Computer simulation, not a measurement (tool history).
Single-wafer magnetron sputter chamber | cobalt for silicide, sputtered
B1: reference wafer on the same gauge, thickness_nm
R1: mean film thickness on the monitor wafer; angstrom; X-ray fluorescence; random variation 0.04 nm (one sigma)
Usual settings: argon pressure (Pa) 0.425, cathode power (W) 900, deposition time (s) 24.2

run 1 hour=0 | argon_pressure_(Pa)=0.425 cathode_power_(W)=900 deposition_time_(s)=24.2 | B1=10.199 | R1=118.44
run 2 hour=103.2 | argon_pressure_(Pa)=0.425 cathode_power_(W)=900 deposition_time_(s)=24.2 | B1=10.2 | R1=118.91
-- hour=118.3 sputter target and shields replaced
run 3 hour=169.4 | argon_pressure_(Pa)=0.425 cathode_power_(W)=900 deposition_time_(s)=24.2 | B1=10.198 | R1=119.05
run 4 hour=206.5 | argon_pressure_(Pa)=0.425 cathode_power_(W)=800 deposition_time_(s)=24.2 | B1=10.2 | R1=105.05
run 5 hour=314 | argon_pressure_(Pa)=0.425 cathode_power_(W)=900 deposition_time_(s)=24.2 | B1=10.205 | R1=118.17
run 6 hour=359.8 | argon_pressure_(Pa)=0.425 cathode_power_(W)=900 deposition_time_(s)=24.2 | B1=10.207 | R1=117.99
run 7 hour=463.8 | argon_pressure_(Pa)=0.425 cathode_power_(W)=900 deposition_time_(s)=22.4 | B1=10.204 | R1=109.53
run 8 hour=500.2 | argon_pressure_(Pa)=0.425 cathode_power_(W)=900 deposition_time_(s)=22.4 | B1=10.205 | R1=109.78
-- hour=601 sputter target and shields replaced
run 9 hour=607 | argon_pressure_(Pa)=0.302 cathode_power_(W)=900 deposition_time_(s)=24.2 | B1=10.191 | R1=122.27
run 10 hour=680.9 | argon_pressure_(Pa)=0.425 cathode_power_(W)=900 deposition_time_(s)=24.2 | B1=10.204 | R1=118.86
run 11 hour=786.1 | argon_pressure_(Pa)=0.305 cathode_power_(W)=900 deposition_time_(s)=22.4 | B1=10.202 | R1=112.51
run 12 hour=870.9 | argon_pressure_(Pa)=0.305 cathode_power_(W)=900 deposition_time_(s)=22.4 | B1=10.2 | R1=113.1
run 13 hour=951.7 | argon_pressure_(Pa)=0.305 cathode_power_(W)=900 deposition_time_(s)=22.4 | B1=10.212 | R1=112.97
run 14 hour=991 | argon_pressure_(Pa)=0.331 cathode_power_(W)=900 deposition_time_(s)=24.2 | B1=10.196 | R1=121.27
run 15 hour=1046 | argon_pressure_(Pa)=0.331 cathode_power_(W)=900 deposition_time_(s)=24.2 | B1=10.201 | R1=120.94
run 16 hour=1093.2 | argon_pressure_(Pa)=0.495 cathode_power_(W)=900 deposition_time_(s)=24.2 | B1=10.215 | R1=115.81
run 17 hour=1142.6 | argon_pressure_(Pa)=0.554 cathode_power_(W)=1100 deposition_time_(s)=24.2 | B1=10.191 | R1=138.63
-- hour=1169.5 sputter target and shields replaced
run 18 hour=1226.7 | argon_pressure_(Pa)=0.304 cathode_power_(W)=900 deposition_time_(s)=27.4 | B1=10.202 | R1=137.57
run 19 hour=1278.2 | argon_pressure_(Pa)=0.425 cathode_power_(W)=900 deposition_time_(s)=22.7 | B1=10.201 | R1=109.99

The next listed run, before its measurement:
run 20 hour=1315.7 | argon_pressure_(Pa)=0.425 cathode_power_(W)=900 deposition_time_(s)=22.1 | B1=? | R1=?

{"run 20": {"B1": 10.196, "R1": 106.86}}
Without the tool's hidden state the same run would have given R1 108.46 angstrom.

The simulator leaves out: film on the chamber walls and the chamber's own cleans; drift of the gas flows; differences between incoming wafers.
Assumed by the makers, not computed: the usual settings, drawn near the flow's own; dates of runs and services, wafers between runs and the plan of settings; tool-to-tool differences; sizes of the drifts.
